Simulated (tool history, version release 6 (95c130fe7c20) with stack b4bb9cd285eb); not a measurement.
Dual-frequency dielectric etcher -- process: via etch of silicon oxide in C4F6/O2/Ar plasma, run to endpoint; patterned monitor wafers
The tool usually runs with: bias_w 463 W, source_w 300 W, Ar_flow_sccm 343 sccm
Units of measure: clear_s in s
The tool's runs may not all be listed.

| run | day | bias_w | source_w | Ar_flow_sccm | wafers since the last listed run | hours since the last wet clean | hours since the last bias power generator calibration | hours since the last source power generator calibration | hours since the last Ar flow controller change | hours since the last upper electrode change | incoming incoming film thickness, nm | clear_s |
|---|---|---|---|---|---|---|---|---|---|---|---|---|
| 1 | 0 | 463 | 300 | 343 | 0 | 520.9 | 4407.2 | 3897.6 | 1831.9 | 2404.3 | 119.9 | 31.1 |
| 2 | 0.292 | 463 | 300 | 343 | 83 | 527.9 | 4414.2 | 3904.6 | 1838.9 | 2411.3 | 119 | 30.7 |
| 3 | 0.846 | 463 | 300 | 343 | 158 | 541.2 | 4427.5 | 3917.9 | 1852.2 | 2424.6 | 118.9 | 30.7 |
| 4 | 1.196 | 463 | 300 | 343 | 100 | 549.6 | 4435.9 | 3926.3 | 1860.6 | 2433 | 118.8 | 30.6 |
| 5 | 1.646 | 463 | 300 | 343 | 128 | 560.4 | 4446.7 | 3937.1 | 1871.4 | 2443.8 | 118.5 | 30.5 |
|  | 1.938 | Ar flow controller replaced |
|  | 1.958 | bias power generator calibrated |
| 6 | 2.683 | 463 | 300 | 343 | 218 | 585.3 | 17.4 | 3962 | 17.9 | 2468.7 | 119.1 | 30.5 |
|  | 3.446 | source power generator calibrated |
|  | 3.692 | upper electrode replaced |
|  | 3.896 | wet clean of the chamber |
| 7 | 3.917 | 463 | 300 | 343 | 176 | 0.5 | 47 | 11.3 | 47.5 | 5.4 | 118.4 | 32.3 |
| 8 | 3.929 | 463 | 300 | 343 | 3 | 0.8 | 47.3 | 11.6 | 47.8 | 5.7 | 119.1 | 32.4 |
| 9 | 4.033 | 378 | 370 | 302 | 29 | 3.3 | 49.8 | 14.1 | 50.3 | 8.2 | 118.9 | 31 |
| 10 | 4.304 | 463 | 360 | 409 | 77 | 9.8 | 56.3 | 20.6 | 56.8 | 14.7 | 119.7 | 31.1 |
| 11 | 4.646 | 560 | 300 | 421 | 97 | 18 | 64.5 | 28.8 | 65 | 22.9 | 119 | 31.4 |
| 12 | 5.042 | 419 | 300 | 395 | 113 | 27.5 | 74 | 38.3 | 74.5 | 32.4 | 119.3 | 34.5 |
| 13 | 5.412 | 353 | 300 | 383 | 105 | 36.4 | 82.9 | 47.2 | 83.4 | 41.3 | 118.8 | 35.9 |
| 14 | 6.058 | 463 | 380 | 270 | 184 | 51.9 | 98.4 | 62.7 | 98.9 | 56.8 | 119 | 28.2 |

3 ways to go on from here, each from the tool as it stands after run 14. What would each give?
| A | 6.075 | 463 | 300 | 417 | 4 | 52.3 | 98.8 | 63.1 | 99.3 | 57.2 | 118.9 | ? |
| B | 6.075 | 514 | 300 | 343 | 4 | 52.3 | 98.8 | 63.1 | 99.3 | 57.2 | 118.9 | ? |
| C | 6.075 | 375 | 300 | 343 | 4 | 52.3 | 98.8 | 63.1 | 99.3 | 57.2 | 118.9 | ? |

| run | clear_s |
|---|---|
| A | 33.4 |
| B | 31.3 |
| C | 34.6 |
The same runs, with their run-to-run variation unchanged, on a tool lacking any hidden condition would have given:
| run | clear_s |
|---|---|
| A | 33.4 |
| B | 31.3 |
| C | 34.6 |
